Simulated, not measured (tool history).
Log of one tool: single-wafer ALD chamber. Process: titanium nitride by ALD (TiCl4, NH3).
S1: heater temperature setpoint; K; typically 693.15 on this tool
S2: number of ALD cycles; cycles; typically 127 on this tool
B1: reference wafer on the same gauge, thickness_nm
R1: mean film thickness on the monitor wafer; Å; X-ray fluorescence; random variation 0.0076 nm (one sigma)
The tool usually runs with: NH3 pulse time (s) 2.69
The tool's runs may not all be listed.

run 1 hour=0 | S1=693.15 S2=127 NH3_pulse_time_(s)=2.69 | B1=3.318 | R1=30.59
run 2 hour=20.2 | S1=693.15 S2=127 NH3_pulse_time_(s)=2.69 | B1=3.312 | R1=30.43
run 3 hour=41.5 | S1=693.15 S2=127 NH3_pulse_time_(s)=2.69 | B1=3.303 | R1=30.4
run 4 hour=132.6 | S1=693.15 S2=127 NH3_pulse_time_(s)=2.69 | B1=3.286 | R1=30.33
run 5 hour=148.7 | S1=693.15 S2=127 NH3_pulse_time_(s)=2.69 | B1=3.28 | R1=30.16
run 6 hour=179.7 | S1=693.15 S2=127 NH3_pulse_time_(s)=2.69 | B1=3.277 | R1=30.34
run 7 hour=208.8 | S1=693.15 S2=127 NH3_pulse_time_(s)=2.69 | B1=3.277 | R1=30.26
run 8 hour=241.9 | S1=693.15 S2=127 NH3_pulse_time_(s)=2.69 | B1=3.271 | R1=30.07
run 9 hour=266.3 | S1=693.15 S2=127 NH3_pulse_time_(s)=2.69 | B1=3.272 | R1=30.01
run 10 hour=291.9 | S1=693.15 S2=127 NH3_pulse_time_(s)=2.69 | B1=3.27 | R1=30.14
run 11 hour=317.1 | S1=693.15 S2=127 NH3_pulse_time_(s)=2.69 | B1=3.266 | R1=30.18
run 12 hour=348.8 | S1=693.15 S2=113 NH3_pulse_time_(s)=2.69 | B1=3.268 | R1=26.7
run 13 hour=377.4 | S1=702.15 S2=127 NH3_pulse_time_(s)=2.69 | B1=3.264 | R1=30
-- hour=414.1 thermocouple changed; heater temperature recalibrated
run 14 hour=414.6 | S1=705.15 S2=127 NH3_pulse_time_(s)=2.04 | B1=3.264 | R1=29.9
run 15 hour=447.7 | S1=693.15 S2=127 NH3_pulse_time_(s)=3.01 | B1=3.264 | R1=30.15
-- hour=457.5 gauge calibrated
run 16 hour=479.7 | S1=693.15 S2=127 NH3_pulse_time_(s)=2.11 | B1=3.324 | R1=30.54
-- hour=504.1 showerhead replaced
run 17 hour=504.6 | S1=693.15 S2=127 NH3_pulse_time_(s)=2.69 | B1=3.316 | R1=30.59
run 18 hour=524.9 | S1=703.15 S2=105 NH3_pulse_time_(s)=2.03 | B1=3.309 | R1=25.17
run 19 hour=551.3 | S1=687.15 S2=127 NH3_pulse_time_(s)=2.69 | B1=3.304 | R1=30.33
run 20 hour=570 | S1=693.15 S2=127 NH3_pulse_time_(s)=2.69 | B1=3.298 | R1=30.47
run 21 hour=593.8 | S1=693.15 S2=127 NH3_pulse_time_(s)=2.42 | B1=3.294 | R1=30.3
run 22 hour=612.9 | S1=681.15 S2=127 NH3_pulse_time_(s)=2.69 | B1=3.288 | R1=30.27
run 23 hour=631.7 | S1=704.15 S2=105 NH3_pulse_time_(s)=3.62 | B1=3.287 | R1=25.16
run 24 hour=643.7 | S1=693.15 S2=127 NH3_pulse_time_(s)=2.69 | B1=3.286 | R1=30.46
run 25 hour=666.3 | S1=693.15 S2=127 NH3_pulse_time_(s)=2.33 | B1=3.282 | R1=30.29
run 26 hour=678.8 | S1=680.15 S2=113 NH3_pulse_time_(s)=3.12 | B1=3.281 | R1=26.86
run 27 hour=691.8 | S1=693.15 S2=127 NH3_pulse_time_(s)=2.69 | B1=3.276 | R1=30.34

Measured result minus the same run's result without the hidden state. Both carry the same run-to-run variation, though not necessarily the same gauge scatter:
Hidden conditions of the tool in this case: wafer temperature above the value expected at the setpoint (K); gauge reads high (%).
run=1 R1=-0.02
run=2 R1=-0.08
run=3 R1=-0.14
run=4 R1=-0.33
run=5 R1=-0.35
run=6 R1=-0.38
run=7 R1=-0.41
run=8 R1=-0.44
run=9 R1=-0.45
run=10 R1=-0.47
run=11 R1=-0.48
run=12 R1=-0.44
run=13 R1=-0.5
run=14 R1=-0.51
run=15 R1=-0.52
run=16 R1=+0.03
run=17 R1=-0.04
run=18 R1=-0.09
run=19 R1=-0.16
run=20 R1=-0.2
run=21 R1=-0.24
run=22 R1=-0.27
run=23 R1=-0.25
run=24 R1=-0.32
run=25 R1=-0.34
run=26 R1=-0.31
run=27 R1=-0.36
